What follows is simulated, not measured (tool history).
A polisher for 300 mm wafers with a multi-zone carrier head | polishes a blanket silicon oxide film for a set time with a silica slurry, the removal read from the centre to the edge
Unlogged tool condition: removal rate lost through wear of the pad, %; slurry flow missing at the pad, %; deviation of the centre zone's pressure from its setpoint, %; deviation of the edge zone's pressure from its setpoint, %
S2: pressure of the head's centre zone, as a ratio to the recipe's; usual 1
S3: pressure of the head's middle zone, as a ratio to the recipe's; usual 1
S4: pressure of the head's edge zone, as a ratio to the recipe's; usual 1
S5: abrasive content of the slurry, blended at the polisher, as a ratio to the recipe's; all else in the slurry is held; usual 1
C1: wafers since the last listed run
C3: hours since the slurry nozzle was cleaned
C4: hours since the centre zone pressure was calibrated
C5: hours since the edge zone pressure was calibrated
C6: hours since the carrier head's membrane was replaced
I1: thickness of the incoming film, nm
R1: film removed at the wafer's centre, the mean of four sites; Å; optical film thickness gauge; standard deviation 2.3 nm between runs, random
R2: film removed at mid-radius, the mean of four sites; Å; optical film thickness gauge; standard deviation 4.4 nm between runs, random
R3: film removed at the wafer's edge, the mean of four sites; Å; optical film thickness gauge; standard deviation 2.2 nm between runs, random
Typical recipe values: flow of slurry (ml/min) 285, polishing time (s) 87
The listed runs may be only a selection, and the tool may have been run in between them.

run 1 day=0 | flow_of_slurry_(ml/min)=325 S2=1.11 S3=1 S4=1.11 S5=1 polishing_time_(s)=87 | C1=0 wafers_polished_on_this_pad=3700 C3=223.3 C4=163.5 C5=412.9 C6=766.2 | I1=1047.5 | R1=3510 R2=2975 R3=3235
-- day=0.321 worn pad replaced by a new one
run 2 day=2.45 | flow_of_slurry_(ml/min)=285 S2=1 S3=1 S4=1 S5=1 polishing_time_(s)=87 | C1=375 wafers_polished_on_this_pad=350 C3=282.1 C4=222.3 C5=471.7 C6=825 | I1=1066.5 | R1=3111 R2=2957 R3=3075
run 3 day=4.933 | flow_of_slurry_(ml/min)=370 S2=0.91 S3=1 S4=1 S5=1 polishing_time_(s)=87 | C1=408 wafers_polished_on_this_pad=758 C3=341.7 C4=281.9 C5=531.3 C6=884.6 | I1=1040.2 | R1=2882 R2=3063 R3=3170
run 4 day=7.138 | flow_of_slurry_(ml/min)=285 S2=1 S3=1 S4=1 S5=1 polishing_time_(s)=87 | C1=362 wafers_polished_on_this_pad=1121 C3=394.6 C4=334.8 C5=584.2 C6=937.5 | I1=1059.7 | R1=3039 R2=2980 R3=3050
run 5 day=8.708 | flow_of_slurry_(ml/min)=285 S2=1 S3=0.9 S4=1 S5=1 polishing_time_(s)=87 | C1=258 wafers_polished_on_this_pad=1379 C3=432.3 C4=372.5 C5=621.9 C6=975.2 | I1=1042.4 | R1=3032 R2=2741 R3=3020
-- day=9 carrier head's membrane replaced by a new one
run 6 day=11.588 | flow_of_slurry_(ml/min)=255 S2=1 S3=1 S4=1 S5=1 polishing_time_(s)=87 | C1=439 wafers_polished_on_this_pad=1818 C3=501.4 C4=441.6 C5=691 C6=62.1 | I1=1029.2 | R1=2895 R2=2832 R3=2988
-- day=12.271 slurry nozzle cleaned
run 7 day=13.671 | flow_of_slurry_(ml/min)=285 S2=1 S3=0.88 S4=1 S5=0.85 polishing_time_(s)=101 | C1=335 wafers_polished_on_this_pad=2154 C3=33.6 C4=491.6 C5=741 C6=112.1 | I1=1051.9 | R1=3150 R2=2703 R3=3189
run 8 day=15.438 | flow_of_slurry_(ml/min)=285 S2=0.93 S3=1.06 S4=1 S5=0.9 polishing_time_(s)=117 | C1=290 wafers_polished_on_this_pad=2445 C3=76 C4=534 C5=783.4 C6=154.5 | I1=1068 | R1=3582 R2=3908 R3=3849
run 9 day=18.067 | flow_of_slurry_(ml/min)=370 S2=1 S3=1.07 S4=1.05 S5=1 polishing_time_(s)=87 | C1=432 wafers_polished_on_this_pad=2877 C3=139.1 C4=597.1 C5=846.5 C6=217.6 | I1=1053.3 | R1=3218 R2=3242 R3=3188
run 10 day=20.133 | flow_of_slurry_(ml/min)=285 S2=1 S3=1 S4=1 S5=1 polishing_time_(s)=113 | C1=339 wafers_polished_on_this_pad=3217 C3=188.7 C4=646.7 C5=896.1 C6=267.2 | I1=1045.1 | R1=4023 R2=3896 R3=3999
-- day=21.158 worn pad replaced by a new one
run 11 day=22.796 | flow_of_slurry_(ml/min)=285 S2=1 S3=1 S4=1 S5=1 polishing_time_(s)=87 | C1=410 wafers_polished_on_this_pad=269 C3=252.6 C4=710.6 C5=960 C6=331.1 | I1=1046.8 | R1=3053 R2=2955 R3=3119
run 12 day=23.988 | flow_of_slurry_(ml/min)=285 S2=1.12 S3=0.97 S4=1 S5=1.2 polishing_time_(s)=87 | C1=196 wafers_polished_on_this_pad=465 C3=281.2 C4=739.2 C5=988.6 C6=359.7 | I1=1050.2 | R1=3894 R2=3236 R3=3430
run 13 day=25.033 | flow_of_slurry_(ml/min)=320 S2=1.04 S3=0.96 S4=1.03 S5=1 polishing_time_(s)=87 | C1=172 wafers_polished_on_this_pad=637 C3=306.3 C4=764.3 C5=1013.7 C6=384.8 | I1=1055.5 | R1=3268 R2=2931 R3=3174
run 14 day=27.467 | flow_of_slurry_(ml/min)=285 S2=1 S3=0.91 S4=1.05 S5=1 polishing_time_(s)=87 | C1=400 wafers_polished_on_this_pad=1037 C3=364.7 C4=822.7 C5=1072.1 C6=443.2 | I1=1047.1 | R1=3045 R2=2757 R3=3144
run 15 day=28.633 | flow_of_slurry_(ml/min)=335 S2=0.9 S3=1.04 S4=0.93 S5=1 polishing_time_(s)=87 | C1=191 wafers_polished_on_this_pad=1229 C3=392.7 C4=850.7 C5=1100.1 C6=471.2 | I1=1055.2 | R1=2777 R2=3075 R3=3063
run 16 day=30.483 | flow_of_slurry_(ml/min)=285 S2=1 S3=0.92 S4=1 S5=0.9 polishing_time_(s)=87 | C1=304 wafers_polished_on_this_pad=1533 C3=437.1 C4=895.1 C5=1144.5 C6=515.6 | I1=1055.2 | R1=2782 R2=2528 R3=2801
run 17 day=31.85 | flow_of_slurry_(ml/min)=200 S2=1.07 S3=0.92 S4=0.96 S5=1 polishing_time_(s)=87 | C1=224 wafers_polished_on_this_pad=1758 C3=469.9 C4=927.9 C5=1177.3 C6=548.4 | I1=1033.1 | R1=3011 R2=2504 R3=2855
-- day=32.233 edge zone pressure recalibrated
run 18 day=33.292 | flow_of_slurry_(ml/min)=225 S2=1 S3=1 S4=1 S5=1 polishing_time_(s)=87 | C1=223 wafers_polished_on_this_pad=1981 C3=504.5 C4=962.5 C5=25.4 C6=583 | I1=1048.5 | R1=2827 R2=2797 R3=2882
run 19 day=34.908 | flow_of_slurry_(ml/min)=250 S2=1.06 S3=1.05 S4=0.92 S5=1 polishing_time_(s)=87 | C1=265 wafers_polished_on_this_pad=2247 C3=543.3 C4=1001.3 C5=64.2 C6=621.8 | I1=1067.5 | R1=3005 R2=2964 R3=2864
-- day=36.517 slurry nozzle cleaned
run 20 day=36.729 | flow_of_slurry_(ml/min)=215 S2=1 S3=1.07 S4=1 S5=1 polishing_time_(s)=87 | C1=292 wafers_polished_on_this_pad=2540 C3=5.1 C4=1045 C5=107.9 C6=665.5 | I1=1042.9 | R1=2992 R2=3073 R3=3020

Each row is a separate what-if for the run after 20, all from the same tool condition, not one after another. Results?
run A day=36.746 | flow_of_slurry_(ml/min)=285 S2=1 S3=1 S4=1 S5=1 polishing_time_(s)=87 | C1=2 wafers_polished_on_this_pad=2543 C3=5.5 C4=1045.4 C5=108.3 C6=665.9 | I1=1054.3 | R1=? R2=? R3=?
run B day=36.746 | flow_of_slurry_(ml/min)=285 S2=1 S3=0.97 S4=0.93 S5=1.15 polishing_time_(s)=115 | C1=2 wafers_polished_on_this_pad=2543 C3=5.5 C4=1045.4 C5=108.3 C6=665.9 | I1=1054.3 | R1=? R2=? R3=?
run C day=36.746 | flow_of_slurry_(ml/min)=285 S2=0.95 S3=1 S4=1 S5=1 polishing_time_(s)=87 | C1=2 wafers_polished_on_this_pad=2543 C3=5.5 C4=1045.4 C5=108.3 C6=665.9 | I1=1054.3 | R1=? R2=? R3=?
run D day=36.746 | flow_of_slurry_(ml/min)=360 S2=0.93 S3=1.09 S4=1 S5=1 polishing_time_(s)=69 | C1=2 wafers_polished_on_this_pad=2543 C3=5.5 C4=1045.4 C5=108.3 C6=665.9 | I1=1054.3 | R1=? R2=? R3=?
run E day=36.746 | flow_of_slurry_(ml/min)=350 S2=1.09 S3=1.08 S4=1 S5=1 polishing_time_(s)=87 | C1=2 wafers_polished_on_this_pad=2543 C3=5.5 C4=1045.4 C5=108.3 C6=665.9 | I1=1054.3 | R1=? R2=? R3=?

run=A R1=3127 R2=3002 R3=3134
run=B R1=4519 R2=4230 R3=4440
run=C R1=2970 R2=3003 R3=3134
run=D R1=2368 R2=2624 R3=2528
run=E R1=3493 R2=3272 R3=3181
Take away the tool's hidden state, keep each run's random variation, and the runs would have read:
run=A R1=3137 R2=3011 R3=3141
run=B R1=4534 R2=4242 R3=4450
run=C R1=2979 R2=3012 R3=3141
run=D R1=2374 R2=2630 R3=2532
run=E R1=3502 R2=3280 R3=3187
